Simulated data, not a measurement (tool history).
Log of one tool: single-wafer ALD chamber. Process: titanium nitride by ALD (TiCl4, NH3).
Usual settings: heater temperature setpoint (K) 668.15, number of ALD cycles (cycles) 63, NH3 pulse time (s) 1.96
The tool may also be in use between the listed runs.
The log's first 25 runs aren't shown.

| run | day | heater temperature setpoint (K) | number of ALD cycles (cycles) | NH3 pulse time (s) | read-back reference wafer on the same gauge, thickness_nm | mean film thickness on the monitor wafer (nm) |
|---|---|---|---|---|---|---|
| 26 | 53.562 | 672.15 | 63 | 1.96 | 1.164 | 1.271 |
| 27 | 54.608 | 668.15 | 72 | 1.96 | 1.162 | 1.44 |
| 28 | 57 | 659.15 | 63 | 1.96 | 1.163 | 1.257 |
| 29 | 59.496 | 668.15 | 71 | 2.49 | 1.163 | 1.44 |
| 30 | 60.867 | 668.15 | 63 | 1.96 | 1.161 | 1.272 |
| 31 | 62.133 | 660.15 | 70 | 1.36 | 1.161 | 1.366 |
| 32 | 64.254 | 668.15 | 55 | 1.96 | 1.161 | 1.101 |
| 33 | 66.529 | 668.15 | 63 | 1.96 | 1.161 | 1.263 |
| 34 | 67.754 | 668.15 | 63 | 1.96 | 1.159 | 1.265 |
| 35 | 70.554 | 675.15 | 71 | 1.74 | 1.158 | 1.425 |
| 36 | 75.133 | 668.15 | 63 | 1.96 | 1.16 | 1.263 |
| 37 | 77.708 | 681.15 | 57 | 1.49 | 1.157 | 1.142 |
| 38 | 78.962 | 668.15 | 63 | 1.96 | 1.157 | 1.257 |

Forecast each of these 5 alternatives for the next run:
| A | 78.983 | 668.15 | 63 | 1.59 | ? | ? |
| B | 78.983 | 668.15 | 56 | 2.31 | ? | ? |
| C | 78.983 | 677.15 | 63 | 2.26 | ? | ? |
| D | 78.983 | 679.15 | 55 | 2.17 | ? | ? |
| E | 78.983 | 655.15 | 66 | 1.19 | ? | ? |

| run | read-back reference wafer on the same gauge, thickness_nm | mean film thickness on the monitor wafer (nm) |
|---|---|---|
| A | 1.155 | 1.251 |
| B | 1.155 | 1.128 |
| C | 1.155 | 1.276 |
| D | 1.155 | 1.113 |
| E | 1.155 | 1.268 |
Without the tool's hidden state the same runs would have given:
| run | mean film thickness on the monitor wafer (nm) |
|---|---|
| A | 1.265 |
| B | 1.141 |
| C | 1.29 |
| D | 1.125 |
| E | 1.282 |

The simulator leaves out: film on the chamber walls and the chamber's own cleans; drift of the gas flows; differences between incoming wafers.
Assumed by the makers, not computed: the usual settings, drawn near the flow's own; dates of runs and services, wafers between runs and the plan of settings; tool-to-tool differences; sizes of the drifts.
